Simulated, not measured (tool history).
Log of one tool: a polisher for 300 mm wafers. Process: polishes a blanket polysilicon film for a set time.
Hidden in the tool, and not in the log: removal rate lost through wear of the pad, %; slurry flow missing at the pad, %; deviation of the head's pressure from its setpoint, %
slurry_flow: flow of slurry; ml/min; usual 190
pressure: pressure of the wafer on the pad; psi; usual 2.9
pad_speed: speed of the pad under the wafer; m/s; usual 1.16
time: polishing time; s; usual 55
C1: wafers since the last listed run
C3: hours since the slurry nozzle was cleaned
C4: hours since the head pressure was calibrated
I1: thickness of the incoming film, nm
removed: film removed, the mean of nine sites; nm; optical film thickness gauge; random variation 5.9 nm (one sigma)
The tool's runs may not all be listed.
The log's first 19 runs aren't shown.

run 20 hour=954.7 | slurry_flow=190 pressure=2 pad_speed=1.16 time=69 | C1=563 wafers_polished_on_this_pad=1131 C3=137.2 C4=1194.1 | I1=1550.3 | removed=548.8
-- hour=965.3 head pressure recalibrated
run 21 hour=983.5 | slurry_flow=190 pressure=3.9 pad_speed=1.16 time=73 | C1=234 wafers_polished_on_this_pad=1365 C3=166 C4=18.2 | I1=1544 | removed=866.5
run 22 hour=1030.8 | slurry_flow=190 pressure=2.9 pad_speed=1.16 time=55 | C1=413 wafers_polished_on_this_pad=1778 C3=213.3 C4=65.5 | I1=1564.2 | removed=536.7
run 23 hour=1124.2 | slurry_flow=170 pressure=2.9 pad_speed=1.16 time=55 | C1=816 wafers_polished_on_this_pad=2594 C3=306.7 C4=158.9 | I1=1566.4 | removed=534
run 24 hour=1180 | slurry_flow=235 pressure=2.9 pad_speed=1.16 time=55 | C1=487 wafers_polished_on_this_pad=3082 C3=362.5 C4=214.7 | I1=1556.7 | removed=546.4
-- hour=1194.3 slurry nozzle cleaned
run 25 hour=1250.7 | slurry_flow=240 pressure=2.9 pad_speed=1.16 time=55 | C1=608 wafers_polished_on_this_pad=3691 C3=56.4 C4=285.4 | I1=1555.6 | removed=563.8
-- hour=1279.6 worn pad replaced by a new one
run 26 hour=1301.1 | slurry_flow=190 pressure=2.5 pad_speed=0.82 time=64 | C1=405 wafers_polished_on_this_pad=187 C3=106.8 C4=335.8 | I1=1573.9 | removed=441.5
run 27 hour=1358.6 | slurry_flow=190 pressure=2.6 pad_speed=1.16 time=55 | C1=502 wafers_polished_on_this_pad=689 C3=164.3 C4=393.3 | I1=1562.3 | removed=508.7
run 28 hour=1391.3 | slurry_flow=130 pressure=2.6 pad_speed=1.16 time=55 | C1=285 wafers_polished_on_this_pad=975 C3=197 C4=426 | I1=1542.6 | removed=492.9
run 29 hour=1583 | slurry_flow=155 pressure=1.9 pad_speed=1.16 time=55 | C1=1674 wafers_polished_on_this_pad=2650 C3=388.7 C4=617.7 | I1=1525.7 | removed=419.9
run 30 hour=1615.5 | slurry_flow=235 pressure=2.5 pad_speed=1.36 time=44 | C1=283 wafers_polished_on_this_pad=2934 C3=421.2 C4=650.2 | I1=1553 | removed=459.8
run 31 hour=1671 | slurry_flow=190 pressure=2.9 pad_speed=1.54 time=45 | C1=484 wafers_polished_on_this_pad=3419 C3=476.7 C4=705.7 | I1=1560 | removed=561.6
-- hour=1681.7 slurry nozzle cleaned
-- hour=1703.3 worn pad replaced by a new one
run 32 hour=1720.8 | slurry_flow=190 pressure=2.9 pad_speed=1.16 time=72 | C1=391 wafers_polished_on_this_pad=153 C3=39.1 C4=755.5 | I1=1541.3 | removed=698.6
run 33 hour=1745.7 | slurry_flow=190 pressure=2.6 pad_speed=1.16 time=55 | C1=217 wafers_polished_on_this_pad=370 C3=64 C4=780.4 | I1=1536.3 | removed=494.5
run 34 hour=1868.2 | slurry_flow=125 pressure=2.9 pad_speed=1.16 time=55 | C1=1070 wafers_polished_on_this_pad=1440 C3=186.5 C4=902.9 | I1=1548.9 | removed=517.8
-- hour=2076 head pressure recalibrated
run 35 hour=2082.8 | slurry_flow=210 pressure=3.7 pad_speed=1.38 time=40 | C1=1857 wafers_polished_on_this_pad=3298 C3=401.1 C4=6.8 | I1=1547.1 | removed=536.3
-- hour=2120.6 worn pad replaced by a new one
run 36 hour=2121.1 | slurry_flow=190 pressure=2.9 pad_speed=0.98 time=61 | C1=299 wafers_polished_on_this_pad=4 C3=439.4 C4=45.1 | I1=1550 | removed=519.1
-- hour=2143.6 slurry nozzle cleaned
run 37 hour=2160 | slurry_flow=225 pressure=2.9 pad_speed=0.8 time=55 | C1=331 wafers_polished_on_this_pad=335 C3=16.4 C4=84 | I1=1551.8 | removed=413.8

Forecast each of these 3 alternatives for the next run:
run A hour=2160.4 | slurry_flow=190 pressure=3.2 pad_speed=1.16 time=55 | C1=3 wafers_polished_on_this_pad=339 C3=16.8 C4=84.4 | I1=1583.5 | removed=?
run B hour=2160.4 | slurry_flow=155 pressure=2.9 pad_speed=1.16 time=55 | C1=3 wafers_polished_on_this_pad=339 C3=16.8 C4=84.4 | I1=1583.5 | removed=?
run C hour=2160.4 | slurry_flow=190 pressure=3.2 pad_speed=0.88 time=55 | C1=3 wafers_polished_on_this_pad=339 C3=16.8 C4=84.4 | I1=1583.5 | removed=?

run=A removed=587
run=B removed=540.6
run=C removed=471.2
Without the tool's hidden state the same runs would have given:
run=A removed=587
run=B removed=540.6
run=C removed=471.2
